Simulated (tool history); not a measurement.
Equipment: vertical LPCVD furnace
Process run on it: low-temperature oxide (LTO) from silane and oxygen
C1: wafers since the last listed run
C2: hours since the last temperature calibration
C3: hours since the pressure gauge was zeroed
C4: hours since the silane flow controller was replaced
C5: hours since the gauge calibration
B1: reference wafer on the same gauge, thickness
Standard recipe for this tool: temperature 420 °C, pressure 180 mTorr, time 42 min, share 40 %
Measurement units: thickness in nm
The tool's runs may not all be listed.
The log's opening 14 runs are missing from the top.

run 15 hour=442.3 | temperature=420 pressure=180 time=42 share=40 | C1=387 C2=1792.9 C3=222.9 C4=389 C5=1409 | B1=449.02 | thickness=426.43
-- hour=481.3 gauge calibrated
-- hour=489.4 thermocouples replaced and temperature profile calibrated
-- hour=513.3 pressure gauge zeroed, repeated, since the last time left the tool worse
run 16 hour=513.8 | temperature=415 pressure=180 time=42 share=32 | C1=325 C2=24.4 C3=0.5 C4=460.5 C5=32.5 | B1=449.1 | thickness=292.78
run 17 hour=518.6 | temperature=411 pressure=180 time=50.5 share=44 | C1=66 C2=29.2 C3=5.3 C4=465.3 C5=37.3 | B1=449.26 | thickness=501.15
run 18 hour=523.5 | temperature=425 pressure=180 time=30.5 share=44 | C1=67 C2=34.1 C3=10.2 C4=470.2 C5=42.2 | B1=449.04 | thickness=345.77
run 19 hour=553.3 | temperature=420 pressure=180 time=42 share=37 | C1=412 C2=63.9 C3=40 C4=500 C5=72 | B1=449.3 | thickness=374.53
run 20 hour=567.5 | temperature=420 pressure=180 time=42 share=40 | C1=196 C2=78.1 C3=54.2 C4=514.2 C5=86.2 | B1=449.03 | thickness=410.63
run 21 hour=595.5 | temperature=420 pressure=180 time=30 share=40 | C1=387 C2=106.1 C3=82.2 C4=542.2 C5=114.2 | B1=448.77 | thickness=293.09
run 22 hour=630.7 | temperature=409 pressure=180 time=42 share=43 | C1=486 C2=141.3 C3=117.4 C4=577.4 C5=149.4 | B1=448.6 | thickness=397.23
run 23 hour=654.7 | temperature=420 pressure=180 time=42 share=40 | C1=331 C2=165.3 C3=141.4 C4=601.4 C5=173.4 | B1=449.34 | thickness=412.92
run 24 hour=686.3 | temperature=420 pressure=200 time=42 share=46 | C1=437 C2=196.9 C3=173 C4=633 C5=205 | B1=449.44 | thickness=526.83
run 25 hour=721.5 | temperature=420 pressure=180 time=30 share=40 | C1=486 C2=232.1 C3=208.2 C4=668.2 C5=240.2 | B1=449.1 | thickness=293.96
run 26 hour=744.7 | temperature=420 pressure=180 time=31.5 share=40 | C1=320 C2=255.3 C3=231.4 C4=691.4 C5=263.4 | B1=448.81 | thickness=309.76
run 27 hour=764.3 | temperature=420 pressure=180 time=42 share=40 | C1=271 C2=274.9 C3=251 C4=711 C5=283 | B1=448.84 | thickness=411.38
run 28 hour=791 | temperature=432 pressure=160 time=26.5 share=47 | C1=369 C2=301.6 C3=277.7 C4=737.7 C5=309.7 | B1=449.39 | thickness=304.52
run 29 hour=816.3 | temperature=428 pressure=170 time=42 share=40 | C1=349 C2=326.9 C3=303 C4=763 C5=335 | B1=448.88 | thickness=423.09
run 30 hour=839.1 | temperature=410 pressure=165 time=42 share=40 | C1=315 C2=349.7 C3=325.8 C4=785.8 C5=357.8 | B1=449.22 | thickness=341.61
run 31 hour=866.5 | temperature=420 pressure=180 time=42 share=33 | C1=378 C2=377.1 C3=353.2 C4=813.2 C5=385.2 | B1=448.97 | thickness=325.37

Consider 4 possible next runs. They are alternatives, not a sequence: every one starts from the tool as it was left by run 31. What does each give?
run A hour=871.4 | temperature=420 pressure=180 time=42 share=40 | C1=67 C2=382 C3=358.1 C4=818.1 C5=390.1 | B1=? | thickness=?
run B hour=871.4 | temperature=426 pressure=145 time=42 share=40 | C1=67 C2=382 C3=358.1 C4=818.1 C5=390.1 | B1=? | thickness=?
run C hour=871.4 | temperature=420 pressure=150 time=32.5 share=34 | C1=67 C2=382 C3=358.1 C4=818.1 C5=390.1 | B1=? | thickness=?
run D hour=871.4 | temperature=420 pressure=200 time=42 share=40 | C1=67 C2=382 C3=358.1 C4=818.1 C5=390.1 | B1=? | thickness=?

run=A B1=448.95 thickness=413.07
run=B B1=448.95 thickness=354.53
run=C B1=448.95 thickness=219.04
run=D B1=448.95 thickness=458.42
With the hidden condition removed and each run's random variation left untouched, the same runs would have given:
run=A thickness=408.14
run=B thickness=349.28
run=C thickness=215.9
run=D thickness=453.48
